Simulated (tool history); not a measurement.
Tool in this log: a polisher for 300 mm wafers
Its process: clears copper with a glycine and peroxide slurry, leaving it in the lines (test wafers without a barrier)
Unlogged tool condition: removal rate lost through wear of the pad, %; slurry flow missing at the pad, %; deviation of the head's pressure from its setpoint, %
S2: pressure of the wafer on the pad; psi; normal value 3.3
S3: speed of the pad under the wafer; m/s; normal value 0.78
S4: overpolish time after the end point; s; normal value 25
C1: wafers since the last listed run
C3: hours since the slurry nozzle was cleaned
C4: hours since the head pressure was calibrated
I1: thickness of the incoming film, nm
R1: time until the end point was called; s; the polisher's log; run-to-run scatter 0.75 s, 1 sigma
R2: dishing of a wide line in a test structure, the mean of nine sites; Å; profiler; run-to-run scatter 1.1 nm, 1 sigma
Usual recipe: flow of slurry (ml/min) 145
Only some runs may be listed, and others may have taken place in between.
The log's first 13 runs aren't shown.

{"day": 23.3, "done": "worn pad replaced by a new one"}
{"day": 24.329, "done": "slurry nozzle cleaned"}
{"run": 14, "day": 24.675, "flow of slurry (ml/min)": 145, "S2": 3.3, "S3": 0.78, "S4": 25, "C1": 367, "wafers polished on this pad": 245, "C3": 8.3, "C4": 222.1, "I1": 480.6, "R1": 78.4, "R2": 818}
{"run": 15, "day": 25.704, "flow of slurry (ml/min)": 145, "S2": 3.3, "S3": 0.78, "S4": 25, "C1": 189, "wafers polished on this pad": 434, "C3": 33.0, "C4": 246.8, "I1": 485.3, "R1": 79.7, "R2": 801}
{"run": 16, "day": 27.267, "flow of slurry (ml/min)": 145, "S2": 2.6, "S3": 0.78, "S4": 25, "C1": 287, "wafers polished on this pad": 722, "C3": 70.5, "C4": 284.3, "I1": 486.0, "R1": 96.1, "R2": 696}
{"run": 17, "day": 29.833, "flow of slurry (ml/min)": 115, "S2": 2.9, "S3": 0.86, "S4": 25, "C1": 472, "wafers polished on this pad": 1195, "C3": 132.1, "C4": 345.9, "I1": 478.6, "R1": 84.2, "R2": 758}
{"run": 18, "day": 31.808, "flow of slurry (ml/min)": 105, "S2": 3.3, "S3": 0.78, "S4": 29, "C1": 363, "wafers polished on this pad": 1558, "C3": 179.5, "C4": 393.3, "I1": 482.0, "R1": 87.0, "R2": 840}
{"run": 19, "day": 33.942, "flow of slurry (ml/min)": 145, "S2": 3.3, "S3": 0.78, "S4": 25, "C1": 392, "wafers polished on this pad": 1951, "C3": 230.7, "C4": 444.5, "I1": 490.2, "R1": 80.9, "R2": 805}
{"run": 20, "day": 36.817, "flow of slurry (ml/min)": 145, "S2": 3.3, "S3": 0.78, "S4": 25, "C1": 529, "wafers polished on this pad": 2481, "C3": 299.7, "C4": 513.5, "I1": 487.7, "R1": 80.0, "R2": 826}
{"run": 21, "day": 39.517, "flow of slurry (ml/min)": 160, "S2": 3.3, "S3": 0.78, "S4": 25, "C1": 497, "wafers polished on this pad": 2978, "C3": 364.5, "C4": 578.3, "I1": 480.8, "R1": 77.3, "R2": 813}

Run 22 has not been measured yet. What should we expect?
{"day": 40.662, "done": "slurry nozzle cleaned"}
{"day": 42.533, "done": "worn pad replaced by a new one"}
{"run": 22, "day": 45.596, "flow of slurry (ml/min)": 175, "S2": 3.3, "S3": 0.78, "S4": 25, "C1": 1081, "wafers polished on this pad": 563, "C3": 118.4, "C4": 724.2, "I1": 495.2, "R1": "?", "R2": "?"}

Run 22 produced R1 77.2 s, R2 834 Å.
With no hidden state in the tool, this same run would have given R1 79.1 s, R2 817 Å.
